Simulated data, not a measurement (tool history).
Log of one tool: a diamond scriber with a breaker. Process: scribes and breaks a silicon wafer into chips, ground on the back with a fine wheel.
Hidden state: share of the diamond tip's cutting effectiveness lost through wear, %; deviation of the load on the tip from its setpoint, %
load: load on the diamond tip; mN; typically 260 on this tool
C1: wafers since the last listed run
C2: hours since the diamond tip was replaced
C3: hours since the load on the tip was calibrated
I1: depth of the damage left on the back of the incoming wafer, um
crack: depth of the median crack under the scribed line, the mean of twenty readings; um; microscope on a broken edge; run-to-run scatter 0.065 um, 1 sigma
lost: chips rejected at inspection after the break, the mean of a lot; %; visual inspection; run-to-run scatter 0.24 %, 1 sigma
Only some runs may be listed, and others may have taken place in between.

Run 1, hour 0.0: usual settings but load 277 mN; C1 0; C2 474.9; C3 872.4; I1 1.50. Result: crack 8.85 um, lost 2.97 %.
At hour 48.1: diamond tip replaced by a new one.
At hour 64.2: load on the tip recalibrated.
Run 2, hour 72.5: usual settings but load 277 mN; C1 181; C2 24.4; C3 8.3; I1 2.51. Result: crack 8.09 um, lost 4.02 %.
Run 3, hour 134.8: usual settings but load 277 mN; C1 165; C2 86.7; C3 70.6; I1 2.07. Result: crack 8.22 um, lost 2.77 %.
Run 4, hour 213.3: usual settings but load 205 mN; C1 208; C2 165.2; C3 149.1; I1 2.35. Result: crack 7.11 um, lost 6.72 %.
Run 5, hour 292.7: usual settings but load 205 mN; C1 210; C2 244.6; C3 228.5; I1 2.29. Result: crack 7.13 um, lost 5.67 %.
Run 6, hour 349.8: usual settings; C1 151; C2 301.7; C3 285.6; I1 2.75. Result: crack 8.18 um, lost 5.12 %.
Run 7, hour 444.1: usual settings but load 229 mN; C1 250; C2 396.0; C3 379.9; I1 2.27. Result: crack 7.69 um, lost 4.19 %.
Run 8, hour 518.2: usual settings but load 229 mN; C1 196; C2 470.1; C3 454.0; I1 1.64. Result: crack 7.61 um, lost 2.16 %.
Run 9, hour 583.1: usual settings but load 229 mN; C1 172; C2 535.0; C3 518.9; I1 1.55. Result: crack 7.74 um, lost 2.17 %.
At hour 604.6: diamond tip replaced by a new one.
Run 10, hour 688.9: usual settings but load 221 mN; C1 275; C2 84.3; C3 624.7; I1 2.00. Result: crack 7.73 um, lost 3.26 %.
Run 11, hour 751.3: usual settings but load 322 mN; C1 165; C2 146.7; C3 687.1; I1 2.59. Result: crack 9.38 um, lost 7.30 %.
Run 12, hour 832.0: usual settings but load 328 mN; C1 214; C2 227.4; C3 767.8; I1 2.89. Result: crack 9.60 um, lost 9.63 %.
Run 13, hour 920.4: usual settings but load 234 mN; C1 234; C2 315.8; C3 856.2; I1 2.86. Result: crack 8.02 um, lost 5.97 %.
Run 14, hour 1012.3: usual settings but load 225 mN; C1 243; C2 407.7; C3 948.1; I1 2.39. Result: crack 7.82 um, lost 4.13 %.
At hour 1128.0: diamond tip replaced by a new one.
At hour 1215.0: load on the tip recalibrated.
Run 15, hour 1334.5: usual settings but load 238 mN; C1 844; C2 206.5; C3 119.5; I1 1.85. Result: crack 7.66 um, lost 2.64 %.

Run 16 is up next; what results do you expect?
Run 16, hour 1408.1: usual settings; C1 195; C2 280.1; C3 193.1; I1 1.77. Result: crack ?, lost ?.

Run 16 came out at crack 7.94 um, lost 2.26 %.
The same run, on a tool lacking any hidden state, would have yielded crack 7.84 um, lost 2.27 %.

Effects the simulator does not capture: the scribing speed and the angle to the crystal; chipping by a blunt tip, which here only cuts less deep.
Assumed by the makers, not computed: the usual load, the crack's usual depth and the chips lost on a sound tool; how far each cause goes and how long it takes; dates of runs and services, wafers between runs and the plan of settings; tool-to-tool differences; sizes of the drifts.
